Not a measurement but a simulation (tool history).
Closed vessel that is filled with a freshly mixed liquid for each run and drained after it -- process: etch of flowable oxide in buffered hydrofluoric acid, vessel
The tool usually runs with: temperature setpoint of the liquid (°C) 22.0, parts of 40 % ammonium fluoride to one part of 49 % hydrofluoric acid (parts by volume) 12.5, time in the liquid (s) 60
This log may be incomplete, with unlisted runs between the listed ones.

| run | hour | temperature setpoint of the liquid (°C) | parts of 40 % ammonium fluoride to one part of 49 % hydrofluoric acid (parts by volume) | time in the liquid (s) | read-back film thickness of the flowable oxide reference wafer, read on the same gauge (nm) | thickness taken off the flowable oxide on a monitor wafer (Å) |
|---|---|---|---|---|---|---|
| 1 | 0.0 | 22.0 | 12.5 | 60 | 79.98 | 915.3 |
| 2 | 24.8 | 19.0 | 10.0 | 60 | 80.00 | 935.3 |
| 3 | 56.9 | 19.0 | 10.0 | 60 | 80.00 | 940.2 |
| 4 | 70.9 | 19.0 | 10.0 | 60 | 79.97 | 933.8 |
| 5 | 85.7 | 22.0 | 14.0 | 45 | 80.03 | 619.1 |
| 6 | 105.1 | 22.0 | 14.0 | 45 | 79.99 | 619.0 |
| 7 | 124.7 | 22.0 | 14.0 | 45 | 80.01 | 623.3 |
| 8 | 150.3 | 22.0 | 14.5 | 60 | 79.99 | 797.6 |
| 9 | 174.7 | 22.0 | 12.5 | 60 | 79.95 | 923.7 |
| 10 | 209.3 | 22.0 | 12.5 | 60 | 79.99 | 928.7 |
| 11 | 222.2 | 22.0 | 12.5 | 60 | 79.98 | 923.8 |
| 12 | 235.4 | 22.0 | 12.5 | 60 | 79.96 | 926.5 |
|  | 270.9 | hydrofluoric acid flow meter replaced |
|  | 276.9 | thermometer replaced |
| 13 | 324.6 | 22.0 | 14.0 | 45 | 79.99 | 568.8 |
| 14 | 354.4 | 22.0 | 10.5 | 50 | 79.96 | 836.7 |
| 15 | 370.5 | 22.0 | 15.0 | 60 | 79.97 | 711.2 |
|  | 391.8 | gauge calibrated |
| 16 | 403.5 | 22.0 | 10.5 | 50 | 80.03 | 842.1 |
| 17 | 424.9 | 20.0 | 15.0 | 95 | 79.99 | 1015.2 |
| 18 | 454.5 | 22.0 | 12.5 | 60 | 80.01 | 850.3 |
| 19 | 470.9 | 24.0 | 12.5 | 30 | 80.00 | 477.4 |
| 20 | 513.6 | 22.0 | 12.5 | 95 | 80.01 | 1349.6 |
| 21 | 545.5 | 25.5 | 12.5 | 60 | 80.01 | 1043.8 |
| 22 | 569.5 | 18.5 | 14.5 | 60 | 79.96 | 610.9 |
| 23 | 590.1 | 19.0 | 9.0 | 85 | 80.03 | 1374.4 |
| 24 | 604.0 | 22.0 | 12.5 | 60 | 79.99 | 859.9 |
| 25 | 628.6 | 17.5 | 12.5 | 35 | 80.02 | 388.5 |

The tool's hidden state at each run:
liquid colder than its thermometer reads (K): 0 across all the runs
gauge reads high (%): 0 across all the runs
H1: hydrofluoric acid flow above the setpoint (%)
| run | H1 |
|---|---|
| 1 | 9.88 |
| 2 | 10 |
| 3 | 10.2 |
| 4 | 10.2 |
| 5 | 10.3 |
| 6 | 10.4 |
| 7 | 10.5 |
| 8 | 10.6 |
| 9 | 10.7 |
| 10 | 10.9 |
| 11 | 11 |
| 12 | 11 |
| 13 | 1.34 |
| 14 | 1.49 |
| 15 | 1.57 |
| 16 | 1.73 |
| 17 | 1.83 |
| 18 | 1.98 |
| 19 | 2.06 |
| 20 | 2.26 |
| 21 | 2.42 |
| 22 | 2.54 |
| 23 | 2.64 |
| 24 | 2.71 |
| 25 | 2.83 |
